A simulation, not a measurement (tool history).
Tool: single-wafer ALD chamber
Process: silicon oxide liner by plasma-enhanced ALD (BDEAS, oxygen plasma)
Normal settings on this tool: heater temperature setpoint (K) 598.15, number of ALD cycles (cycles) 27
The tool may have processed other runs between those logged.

run	hour	heater temperature setpoint (K)	number of ALD cycles (cycles)	read-back reference wafer on the same gauge, thickness_nm	mean film thickness on the monitor wafer (Å)
1	0.0	598.15	29	2.471	26.39
2	14.3	598.15	27	2.472	24.47
# hour 26.2: gauge calibrated
3	46.0	598.15	27	2.441	24.26
4	68.0	598.15	27	2.444	24.34
5	102.2	598.15	27	2.449	24.27
6	135.9	598.15	27	2.452	24.29
7	152.5	598.15	27	2.452	24.35
8	179.7	598.15	27	2.454	24.40
9	210.5	591.15	26	2.458	23.74
10	230.0	591.15	26	2.459	23.68
# hour 264.9: thermocouple changed; heater temperature recalibrated
11	265.4	598.15	27	2.463	24.43
12	294.1	603.15	27	2.466	24.38
13	329.6	598.15	27	2.469	24.54
14	351.3	608.15	30	2.473	26.80
15	373.5	587.15	24	2.473	22.11
16	409.4	589.15	23	2.478	21.17
# hour 418.0: gauge calibrated
17	431.0	598.15	27	2.443	24.12
18	450.1	605.15	30	2.443	26.74
19	518.7	598.15	27	2.451	24.22
20	548.2	598.15	27	2.453	24.37
21	566.6	591.15	24	2.457	21.74
22	601.2	591.15	27	2.459	24.61
23	617.8	598.15	27	2.461	24.48

3 ways to go on from here, each from the tool as it stands after run 23. What would each give?
A	618.2	598.15	23	?	?
B	618.2	598.15	32	?	?
C	618.2	584.15	30	?	?

run	read-back reference wafer on the same gauge, thickness_nm	mean film thickness on the monitor wafer (Å)
A	2.461	20.81
B	2.461	28.95
C	2.461	27.62
Stripped of hidden state, with their random variation kept, the same runs would have yielded:
run	mean film thickness on the monitor wafer (Å)
A	20.63
B	28.70
C	27.39
